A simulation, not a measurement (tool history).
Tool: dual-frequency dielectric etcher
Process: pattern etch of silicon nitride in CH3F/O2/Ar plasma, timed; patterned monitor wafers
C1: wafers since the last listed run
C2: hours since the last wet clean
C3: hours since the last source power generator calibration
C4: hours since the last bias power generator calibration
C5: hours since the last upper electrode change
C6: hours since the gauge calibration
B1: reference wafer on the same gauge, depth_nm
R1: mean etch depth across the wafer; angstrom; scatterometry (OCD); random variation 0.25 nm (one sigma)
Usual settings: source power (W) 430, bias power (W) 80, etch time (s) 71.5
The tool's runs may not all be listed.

Run 1, hour 0: usual settings but bias power (W) 70, etch time (s) 78.5; C1 0; C2 214.6; C3 1280.4; C4 2052.3; C5 1612.2; C6 585.1; B1 60. Result: R1 618 angstrom.
Run 2, hour 53.1: usual settings but bias power (W) 70, etch time (s) 78.5; C1 474; C2 267.7; C3 1333.5; C4 2105.4; C5 1665.3; C6 638.2; B1 60.1. Result: R1 619 angstrom.
Run 3, hour 113.7: usual settings but bias power (W) 70, etch time (s) 78.5; C1 541; C2 328.3; C3 1394.1; C4 2166; C5 1725.9; C6 698.8; B1 60. Result: R1 617 angstrom.
Run 4, hour 171: usual settings; C1 512; C2 385.6; C3 1451.4; C4 2223.3; C5 1783.2; C6 756.1; B1 60. Result: R1 584 angstrom.
At hour 187.3: gauge calibrated.
Run 5, hour 211.8: usual settings; C1 364; C2 426.4; C3 1492.2; C4 2264.1; C5 1824; C6 24.5; B1 60. Result: R1 586 angstrom.
At hour 240.5: wet clean of the chamber.
Run 6, hour 246.8: usual settings; C1 98; C2 6.3; C3 1527.2; C4 2299.1; C5 1859; C6 59.5; B1 60. Result: R1 590 angstrom.
Run 7, hour 302.6: usual settings but source power (W) 410, bias power (W) 70; C1 498; C2 62.1; C3 1583; C4 2354.9; C5 1914.8; C6 115.3; B1 60. Result: R1 554 angstrom.
Run 8, hour 360.5: usual settings but source power (W) 410, bias power (W) 70; C1 517; C2 120; C3 1640.9; C4 2412.8; C5 1972.7; C6 173.2; B1 60. Result: R1 556 angstrom.
Run 9, hour 419.5: usual settings; C1 527; C2 179; C3 1699.9; C4 2471.8; C5 2031.7; C6 232.2; B1 60. Result: R1 585 angstrom.
At hour 429.8: bias power generator calibrated.
Run 10, hour 485.5: usual settings; C1 554; C2 245; C3 1765.9; C4 55.7; C5 2097.7; C6 298.2; B1 60. Result: R1 584 angstrom.
Run 11, hour 512: usual settings; C1 236; C2 271.5; C3 1792.4; C4 82.2; C5 2124.2; C6 324.7; B1 60. Result: R1 584 angstrom.
Run 12, hour 571.9: usual settings; C1 535; C2 331.4; C3 1852.3; C4 142.1; C5 2184.1; C6 384.6; B1 60. Result: R1 587 angstrom.
Run 13, hour 641.6: usual settings but source power (W) 360; C1 623; C2 401.1; C3 1922; C4 211.8; C5 2253.8; C6 454.3; B1 60. Result: R1 559 angstrom.
Run 14, hour 691.4: usual settings but bias power (W) 92, etch time (s) 64.5; C1 445; C2 450.9; C3 1971.8; C4 261.6; C5 2303.6; C6 504.1; B1 59.9. Result: R1 552 angstrom.
At hour 718: source power generator calibrated.
At hour 744.6: wet clean of the chamber.
Run 15, hour 747: usual settings but source power (W) 500, bias power (W) 96, etch time (s) 87; C1 246; C2 2.4; C3 29; C4 317.2; C5 2359.2; C6 559.7; B1 59.9. Result: R1 784 angstrom.
Run 16, hour 811.2: usual settings but etch time (s) 56; C1 573; C2 66.6; C3 93.2; C4 381.4; C5 2423.4; C6 623.9; B1 60.1. Result: R1 457 angstrom.
Run 17, hour 850.2: usual settings but source power (W) 350, bias power (W) 68, etch time (s) 60.5; C1 348; C2 105.6; C3 132.2; C4 420.4; C5 2462.4; C6 662.9; B1 59.9. Result: R1 446 angstrom.
At hour 850.5: gauge calibrated.
At hour 906.1: upper electrode replaced.
Run 18, hour 906.6: usual settings but bias power (W) 86; C1 289; C2 162; C3 188.6; C4 476.8; C5 0.5; C6 56.1; B1 60. Result: R1 602 angstrom.
Run 19, hour 955.6: usual settings but source power (W) 470, etch time (s) 55; C1 438; C2 211; C3 237.6; C4 525.8; C5 49.5; C6 105.1; B1 59.9. Result: R1 462 angstrom.
Run 20, hour 985.2: usual settings but source power (W) 390; C1 264; C2 240.6; C3 267.2; C4 555.4; C5 79.1; C6 134.7; B1 60.1. Result: R1 571 angstrom.
Run 21, hour 1037: usual settings; C1 463; C2 292.4; C3 319; C4 607.2; C5 130.9; C6 186.5; B1 60. Result: R1 583 angstrom.
Run 22, hour 1106.6: usual settings but bias power (W) 95; C1 622; C2 362; C3 388.6; C4 676.8; C5 200.5; C6 256.1; B1 60. Result: R1 614 angstrom.
Run 23, hour 1174.2: usual settings; C1 604; C2 429.6; C3 456.2; C4 744.4; C5 268.1; C6 323.7; B1 59.9. Result: R1 583 angstrom.

How the hidden state differs across the entries between the runs, from the last listed run before each to the first after it:
Between runs 4 and 5: gauge calibrated (hour 187.3)
  no hidden state differs between the two runs
Between runs 5 and 6: wet clean of the chamber (hour 240.5)
  no hidden state differs between the two runs
Between runs 9 and 10: bias power generator calibrated (hour 429.8)
  no hidden state differs between the two runs
Between runs 14 and 15: source power generator calibrated (hour 718); wet clean of the chamber (hour 744.6)
  no hidden state differs between the two runs
Between runs 17 and 18: gauge calibrated (hour 850.5); upper electrode replaced (hour 906.1)
  no hidden state differs between the two runs
